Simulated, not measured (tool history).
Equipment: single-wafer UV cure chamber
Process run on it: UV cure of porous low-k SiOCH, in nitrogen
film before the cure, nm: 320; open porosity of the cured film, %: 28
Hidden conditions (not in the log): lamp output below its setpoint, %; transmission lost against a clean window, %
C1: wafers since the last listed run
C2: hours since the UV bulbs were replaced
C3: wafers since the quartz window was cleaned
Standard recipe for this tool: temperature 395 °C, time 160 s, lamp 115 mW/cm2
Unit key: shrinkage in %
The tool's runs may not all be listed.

run 1 hour=0 | temperature=395 time=160 lamp=141 | C1=0 C2=368.2 C3=2001 | shrinkage=14.451
run 2 hour=41.1 | temperature=395 time=180 lamp=115 | C1=268 C2=409.3 C3=2269 | shrinkage=13.631
-- hour=115.2 quartz window cleaned
run 3 hour=172.8 | temperature=395 time=160 lamp=115 | C1=809 C2=541 C3=376 | shrinkage=12.771
run 4 hour=220.2 | temperature=395 time=160 lamp=115 | C1=310 C2=588.4 C3=686 | shrinkage=12.92
run 5 hour=248.6 | temperature=395 time=160 lamp=115 | C1=185 C2=616.8 C3=872 | shrinkage=12.898
run 6 hour=314.2 | temperature=395 time=160 lamp=115 | C1=429 C2=682.4 C3=1301 | shrinkage=12.792
run 7 hour=346.2 | temperature=395 time=160 lamp=115 | C1=209 C2=714.4 C3=1511 | shrinkage=12.848
run 8 hour=402.9 | temperature=395 time=160 lamp=115 | C1=370 C2=771.1 C3=1881 | shrinkage=12.934
run 9 hour=451.5 | temperature=395 time=160 lamp=115 | C1=317 C2=819.7 C3=2199 | shrinkage=12.852
run 10 hour=485.5 | temperature=395 time=160 lamp=137 | C1=222 C2=853.7 C3=2422 | shrinkage=13.892
run 11 hour=525.6 | temperature=395 time=190 lamp=115 | C1=262 C2=893.8 C3=2684 | shrinkage=13.644
run 12 hour=557.4 | temperature=395 time=160 lamp=115 | C1=207 C2=925.6 C3=2892 | shrinkage=12.906
-- hour=595.3 quartz window cleaned
run 13 hour=602.5 | temperature=395 time=160 lamp=115 | C1=242 C2=970.7 C3=47 | shrinkage=12.896
run 14 hour=650.4 | temperature=395 time=160 lamp=115 | C1=313 C2=1018.6 C3=360 | shrinkage=12.774
run 15 hour=684.5 | temperature=395 time=160 lamp=115 | C1=223 C2=1052.7 C3=583 | shrinkage=13.244
run 16 hour=731.7 | temperature=395 time=160 lamp=115 | C1=308 C2=1099.9 C3=892 | shrinkage=12.963
run 17 hour=788.5 | temperature=395 time=160 lamp=115 | C1=371 C2=1156.7 C3=1263 | shrinkage=12.921
run 18 hour=855.2 | temperature=408 time=160 lamp=115 | C1=436 C2=1223.4 C3=1699 | shrinkage=13.243
-- hour=870.4 UV bulbs replaced
run 19 hour=902.6 | temperature=408 time=160 lamp=115 | C1=257 C2=32.2 C3=1957 | shrinkage=13.256
run 20 hour=955.4 | temperature=395 time=160 lamp=115 | C1=345 C2=85 C3=2302 | shrinkage=12.891
run 21 hour=988.9 | temperature=395 time=160 lamp=115 | C1=219 C2=118.5 C3=2521 | shrinkage=13.004
-- hour=1067.1 quartz window cleaned
run 22 hour=1067.6 | temperature=413 time=195 lamp=146 | C1=462 C2=197.2 C3=3 | shrinkage=15.787
run 23 hour=1101 | temperature=395 time=160 lamp=115 | C1=218 C2=230.6 C3=222 | shrinkage=12.705
run 24 hour=1153.9 | temperature=379 time=230 lamp=89 | C1=345 C2=283.5 C3=568 | shrinkage=12.812
run 25 hour=1225.8 | temperature=380 time=115 lamp=76 | C1=470 C2=355.4 C3=1038 | shrinkage=9.003
run 26 hour=1271.8 | temperature=376 time=230 lamp=152 | C1=300 C2=401.4 C3=1339 | shrinkage=16.213
run 27 hour=1319.2 | temperature=405 time=225 lamp=134 | C1=310 C2=448.8 C3=1649 | shrinkage=15.88
run 28 hour=1351.7 | temperature=395 time=80 lamp=115 | C1=212 C2=481.3 C3=1861 | shrinkage=9.665
-- hour=1536.6 quartz window cleaned
run 29 hour=1547.3 | temperature=404 time=160 lamp=115 | C1=1227 C2=676.9 C3=69 | shrinkage=12.981
run 30 hour=1584.6 | temperature=401 time=110 lamp=115 | C1=243 C2=714.2 C3=313 | shrinkage=11.315
run 31 hour=1651.8 | temperature=395 time=160 lamp=115 | C1=439 C2=781.4 C3=753 | shrinkage=13.118
run 32 hour=1685.5 | temperature=405 time=100 lamp=115 | C1=220 C2=815.1 C3=973 | shrinkage=10.387
run 33 hour=1737.3 | temperature=395 time=160 lamp=133 | C1=338 C2=866.9 C3=1312 | shrinkage=13.881
run 34 hour=1779 | temperature=395 time=160 lamp=115 | C1=272 C2=908.6 C3=1585 | shrinkage=13.109
run 35 hour=1846.2 | temperature=395 time=160 lamp=115 | C1=439 C2=975.8 C3=2024 | shrinkage=12.822
run 36 hour=1884.9 | temperature=395 time=160 lamp=115 | C1=253 C2=1014.5 C3=2277 | shrinkage=13.418
run 37 hour=1913.2 | temperature=395 time=160 lamp=115 | C1=185 C2=1042.8 C3=2462 | shrinkage=13.074
run 38 hour=1968.4 | temperature=395 time=160 lamp=115 | C1=361 C2=1098 C3=2823 | shrinkage=12.728
-- hour=2014.8 quartz window cleaned
run 39 hour=2033.4 | temperature=395 time=195 lamp=115 | C1=372 C2=1163 C3=121 | shrinkage=13.773
run 40 hour=2062.7 | temperature=413 time=220 lamp=115 | C1=191 C2=1192.3 C3=313 | shrinkage=14.939

Here are 5 independent what-if runs from the current tool condition. What would each one return?
run A hour=2063.2 | temperature=395 time=240 lamp=115 | C1=3 C2=1192.8 C3=316 | shrinkage=?
run B hour=2063.2 | temperature=402 time=130 lamp=152 | C1=3 C2=1192.8 C3=316 | shrinkage=?
run C hour=2063.2 | temperature=400 time=160 lamp=115 | C1=3 C2=1192.8 C3=316 | shrinkage=?
run D hour=2063.2 | temperature=377 time=125 lamp=90 | C1=3 C2=1192.8 C3=316 | shrinkage=?
run E hour=2063.2 | temperature=412 time=185 lamp=93 | C1=3 C2=1192.8 C3=316 | shrinkage=?

run=A shrinkage=14.838
run=B shrinkage=13.244
run=C shrinkage=12.842
run=D shrinkage=9.952
run=E shrinkage=12.731
Take away the tool's hidden state, keep each run's random variation, and the runs would have read:
run=A shrinkage=14.838
run=B shrinkage=13.244
run=C shrinkage=12.842
run=D shrinkage=9.952
run=E shrinkage=12.731

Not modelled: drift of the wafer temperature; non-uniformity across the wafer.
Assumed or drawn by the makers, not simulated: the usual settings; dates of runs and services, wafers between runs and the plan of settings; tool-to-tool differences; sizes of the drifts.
